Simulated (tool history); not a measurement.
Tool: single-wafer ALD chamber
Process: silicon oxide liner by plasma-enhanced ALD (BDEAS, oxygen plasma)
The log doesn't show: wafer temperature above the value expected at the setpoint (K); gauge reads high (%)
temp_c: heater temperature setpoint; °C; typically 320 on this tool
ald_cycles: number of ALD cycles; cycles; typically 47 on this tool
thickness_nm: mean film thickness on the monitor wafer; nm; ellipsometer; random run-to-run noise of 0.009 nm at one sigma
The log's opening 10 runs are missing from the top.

| run | hour | temp_c | ald_cycles | wafers since the last listed run | hours since the last thermocouple change | hours since the gauge calibration | read-back reference wafer on the same gauge, thickness_nm | thickness_nm |
|---|---|---|---|---|---|---|---|---|
| 11 | 902.8 | 320 | 47 | 387 | 745.5 | 3624.8 | 4.226 | 4.054 |
| 12 | 984.3 | 320 | 47 | 457 | 827.0 | 3706.3 | 4.225 | 4.029 |
| 13 | 1028.7 | 325 | 47 | 249 | 871.4 | 3750.7 | 4.225 | 4.000 |
| 14 | 1150.7 | 325 | 47 | 685 | 993.4 | 3872.7 | 4.217 | 4.015 |
| 15 | 1221.0 | 320 | 47 | 394 | 1063.7 | 3943.0 | 4.217 | 4.036 |
| 16 | 1284.1 | 320 | 47 | 354 | 1126.8 | 4006.1 | 4.213 | 4.020 |
| 17 | 1326.5 | 330 | 52 | 238 | 1169.2 | 4048.5 | 4.209 | 4.402 |
| 18 | 1423.0 | 330 | 52 | 542 | 1265.7 | 4145.0 | 4.208 | 4.376 |
| 19 | 1502.6 | 320 | 47 | 447 | 1345.3 | 4224.6 | 4.203 | 4.016 |
| 20 | 1547.0 | 320 | 47 | 249 | 1389.7 | 4269.0 | 4.202 | 4.025 |
| 21 | 1614.5 | 325 | 42 | 379 | 1457.2 | 4336.5 | 4.199 | 3.549 |
|  | 1627.6 | gauge calibrated |
| 22 | 1681.3 | 320 | 47 | 375 | 1524.0 | 53.7 | 4.295 | 4.135 |
| 23 | 1763.7 | 320 | 47 | 462 | 1606.4 | 136.1 | 4.294 | 4.109 |
| 24 | 1870.8 | 320 | 53 | 601 | 1713.5 | 243.2 | 4.294 | 4.633 |
| 25 | 1920.4 | 320 | 47 | 278 | 1763.1 | 292.8 | 4.297 | 4.102 |

Run 26, settings as shown, results not yet in. Your forecast:
| 26 | 2122.9 | 307 | 49 | 1137 | 1965.6 | 495.3 | ? | ? |

read-back reference wafer on the same gauge, thickness_nm: 4.294
thickness_nm: 4.376 nm
With no hidden state in the tool, this same run would have given thickness_nm 4.382 nm.
